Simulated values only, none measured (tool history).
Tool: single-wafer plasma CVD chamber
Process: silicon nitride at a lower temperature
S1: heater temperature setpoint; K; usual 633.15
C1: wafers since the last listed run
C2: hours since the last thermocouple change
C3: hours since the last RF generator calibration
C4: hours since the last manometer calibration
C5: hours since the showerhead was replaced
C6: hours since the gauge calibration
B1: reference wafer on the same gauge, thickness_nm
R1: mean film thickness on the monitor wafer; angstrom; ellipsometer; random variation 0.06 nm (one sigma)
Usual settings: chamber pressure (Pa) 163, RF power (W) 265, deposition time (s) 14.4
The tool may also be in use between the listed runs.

run 1 hour=0.0 | S1=633.15 chamber_pressure_(Pa)=171 RF_power_(W)=240 deposition_time_(s)=14.4 | C1=0 C2=1534.0 C3=640.3 C4=652.8 C5=2540.0 C6=1524.5 | B1=10.407 | R1=114.66
run 2 hour=154.2 | S1=633.15 chamber_pressure_(Pa)=171 RF_power_(W)=240 deposition_time_(s)=14.4 | C1=4703 C2=1688.2 C3=794.5 C4=807.0 C5=2694.2 C6=1678.7 | B1=10.396 | R1=114.16
run 3 hour=214.3 | S1=633.15 chamber_pressure_(Pa)=171 RF_power_(W)=240 deposition_time_(s)=14.4 | C1=1833 C2=1748.3 C3=854.6 C4=867.1 C5=2754.3 C6=1738.8 | B1=10.386 | R1=113.28
run 4 hour=254.6 | S1=633.15 chamber_pressure_(Pa)=163 RF_power_(W)=280 deposition_time_(s)=14.4 | C1=1229 C2=1788.6 C3=894.9 C4=907.4 C5=2794.6 C6=1779.1 | B1=10.384 | R1=129.59
run 5 hour=347.7 | S1=633.15 chamber_pressure_(Pa)=163 RF_power_(W)=265 deposition_time_(s)=14.4 | C1=2840 C2=1881.7 C3=988.0 C4=1000.5 C5=2887.7 C6=1872.2 | B1=10.379 | R1=125.03
run 6 hour=398.2 | S1=633.15 chamber_pressure_(Pa)=163 RF_power_(W)=265 deposition_time_(s)=14.4 | C1=1540 C2=1932.2 C3=1038.5 C4=1051.0 C5=2938.2 C6=1922.7 | B1=10.398 | R1=124.06
-- hour=425.3 capacitance manometer re-zeroed and calibrated
run 7 hour=474.6 | S1=633.15 chamber_pressure_(Pa)=185 RF_power_(W)=265 deposition_time_(s)=14.4 | C1=2086 C2=2008.6 C3=1114.9 C4=49.3 C5=3014.6 C6=1999.1 | B1=10.399 | R1=131.34
run 8 hour=519.0 | S1=633.15 chamber_pressure_(Pa)=163 RF_power_(W)=265 deposition_time_(s)=14.4 | C1=1354 C2=2053.0 C3=1159.3 C4=93.7 C5=3059.0 C6=2043.5 | B1=10.414 | R1=127.85
run 9 hour=603.1 | S1=633.15 chamber_pressure_(Pa)=163 RF_power_(W)=265 deposition_time_(s)=14.4 | C1=2565 C2=2137.1 C3=1243.4 C4=177.8 C5=3143.1 C6=2127.6 | B1=10.409 | R1=127.43
-- hour=631.2 RF generator calibrated
run 10 hour=696.1 | S1=633.15 chamber_pressure_(Pa)=163 RF_power_(W)=265 deposition_time_(s)=14.4 | C1=2592 C2=2230.1 C3=64.9 C4=270.8 C5=3236.1 C6=2220.6 | B1=10.379 | R1=128.27
-- hour=725.5 gauge calibrated
-- hour=801.0 showerhead replaced
run 11 hour=801.5 | S1=633.15 chamber_pressure_(Pa)=123 RF_power_(W)=235 deposition_time_(s)=15.7 | C1=2971 C2=2335.5 C3=170.3 C4=376.2 C5=0.5 C6=76.0 | B1=10.400 | R1=115.66
run 12 hour=893.1 | S1=633.15 chamber_pressure_(Pa)=163 RF_power_(W)=265 deposition_time_(s)=14.4 | C1=2794 C2=2427.1 C3=261.9 C4=467.8 C5=92.1 C6=167.6 | B1=10.403 | R1=127.94
-- hour=923.6 capacitance manometer re-zeroed and calibrated, repeated, since the last time left the tool worse
run 13 hour=955.2 | S1=633.15 chamber_pressure_(Pa)=163 RF_power_(W)=265 deposition_time_(s)=14.4 | C1=1650 C2=2489.2 C3=324.0 C4=31.6 C5=154.2 C6=229.7 | B1=10.405 | R1=125.07
run 14 hour=1045.7 | S1=633.15 chamber_pressure_(Pa)=163 RF_power_(W)=265 deposition_time_(s)=14.4 | C1=2760 C2=2579.7 C3=414.5 C4=122.1 C5=244.7 C6=320.2 | B1=10.392 | R1=124.68
run 15 hour=1117.3 | S1=633.15 chamber_pressure_(Pa)=137 RF_power_(W)=265 deposition_time_(s)=14.4 | C1=2184 C2=2651.3 C3=486.1 C4=193.7 C5=316.3 C6=391.8 | B1=10.413 | R1=120.37
run 16 hour=1155.5 | S1=633.15 chamber_pressure_(Pa)=192 RF_power_(W)=265 deposition_time_(s)=14.4 | C1=1165 C2=2689.5 C3=524.3 C4=231.9 C5=354.5 C6=430.0 | B1=10.394 | R1=129.04
run 17 hour=1227.2 | S1=641.15 chamber_pressure_(Pa)=163 RF_power_(W)=305 deposition_time_(s)=15.7 | C1=2187 C2=2761.2 C3=596.0 C4=303.6 C5=426.2 C6=501.7 | B1=10.391 | R1=154.13
-- hour=1268.8 thermocouple changed; heater temperature recalibrated
run 18 hour=1269.3 | S1=633.15 chamber_pressure_(Pa)=163 RF_power_(W)=265 deposition_time_(s)=14.4 | C1=1040 C2=0.5 C3=638.1 C4=345.7 C5=468.3 C6=543.8 | B1=10.413 | R1=124.87
run 19 hour=1349.9 | S1=633.15 chamber_pressure_(Pa)=180 RF_power_(W)=290 deposition_time_(s)=14.4 | C1=2458 C2=81.1 C3=718.7 C4=426.3 C5=548.9 C6=624.4 | B1=10.410 | R1=137.53
run 20 hour=1401.5 | S1=633.15 chamber_pressure_(Pa)=201 RF_power_(W)=265 deposition_time_(s)=14.4 | C1=1574 C2=132.7 C3=770.3 C4=477.9 C5=600.5 C6=676.0 | B1=10.403 | R1=131.20
run 21 hour=1461.5 | S1=633.15 chamber_pressure_(Pa)=196 RF_power_(W)=240 deposition_time_(s)=14.4 | C1=1830 C2=192.7 C3=830.3 C4=537.9 C5=660.5 C6=736.0 | B1=10.407 | R1=117.47
run 22 hour=1562.1 | S1=633.15 chamber_pressure_(Pa)=171 RF_power_(W)=240 deposition_time_(s)=14.4 | C1=3068 C2=293.3 C3=930.9 C4=638.5 C5=761.1 C6=836.6 | B1=10.398 | R1=115.50
run 23 hour=1640.0 | S1=637.15 chamber_pressure_(Pa)=184 RF_power_(W)=265 deposition_time_(s)=11.7 | C1=2376 C2=371.2 C3=1008.8 C4=716.4 C5=839.0 C6=914.5 | B1=10.404 | R1=104.01
run 24 hour=1686.2 | S1=633.15 chamber_pressure_(Pa)=163 RF_power_(W)=265 deposition_time_(s)=13.1 | C1=1409 C2=417.4 C3=1055.0 C4=762.6 C5=885.2 C6=960.7 | B1=10.390 | R1=112.15
run 25 hour=1724.6 | S1=633.15 chamber_pressure_(Pa)=163 RF_power_(W)=265 deposition_time_(s)=14.4 | C1=1171 C2=455.8 C3=1093.4 C4=801.0 C5=923.6 C6=999.1 | B1=10.375 | R1=122.62
run 26 hour=1786.1 | S1=633.15 chamber_pressure_(Pa)=163 RF_power_(W)=300 deposition_time_(s)=16.5 | C1=1876 C2=517.3 C3=1154.9 C4=862.5 C5=985.1 C6=1060.6 | B1=10.402 | R1=157.98
run 27 hour=1824.2 | S1=633.15 chamber_pressure_(Pa)=163 RF_power_(W)=265 deposition_time_(s)=14.4 | C1=1162 C2=555.4 C3=1193.0 C4=900.6 C5=1023.2 C6=1098.7 | B1=10.392 | R1=123.73
-- hour=1845.1 RF generator calibrated
run 28 hour=1886.3 | S1=633.15 chamber_pressure_(Pa)=197 RF_power_(W)=265 deposition_time_(s)=16.5 | C1=1650 C2=617.5 C3=41.2 C4=962.7 C5=1085.3 C6=1160.8 | B1=10.407 | R1=148.39
run 29 hour=1950.5 | S1=633.15 chamber_pressure_(Pa)=163 RF_power_(W)=265 deposition_time_(s)=14.4 | C1=1958 C2=681.7 C3=105.4 C4=1026.9 C5=1149.5 C6=1225.0 | B1=10.392 | R1=124.39

3 ways to go on from here, each from the tool as it stands after run 29. What would each give?
run A hour=1950.9 | S1=633.15 chamber_pressure_(Pa)=163 RF_power_(W)=265 deposition_time_(s)=14.4 | C1=12 C2=682.1 C3=105.8 C4=1027.3 C5=1149.9 C6=1225.4 | B1=? | R1=?
run B hour=1950.9 | S1=644.15 chamber_pressure_(Pa)=125 RF_power_(W)=310 deposition_time_(s)=12.1 | C1=12 C2=682.1 C3=105.8 C4=1027.3 C5=1149.9 C6=1225.4 | B1=? | R1=?
run C hour=1950.9 | S1=633.15 chamber_pressure_(Pa)=148 RF_power_(W)=265 deposition_time_(s)=14.4 | C1=12 C2=682.1 C3=105.8 C4=1027.3 C5=1149.9 C6=1225.4 | B1=? | R1=?

run=A B1=10.415 R1=124.00
run=B B1=10.415 R1=112.77
run=C B1=10.415 R1=121.39
Without the tool's hidden state the same runs would have given:
run=A R1=125.35
run=B R1=114.07
run=C R1=122.79

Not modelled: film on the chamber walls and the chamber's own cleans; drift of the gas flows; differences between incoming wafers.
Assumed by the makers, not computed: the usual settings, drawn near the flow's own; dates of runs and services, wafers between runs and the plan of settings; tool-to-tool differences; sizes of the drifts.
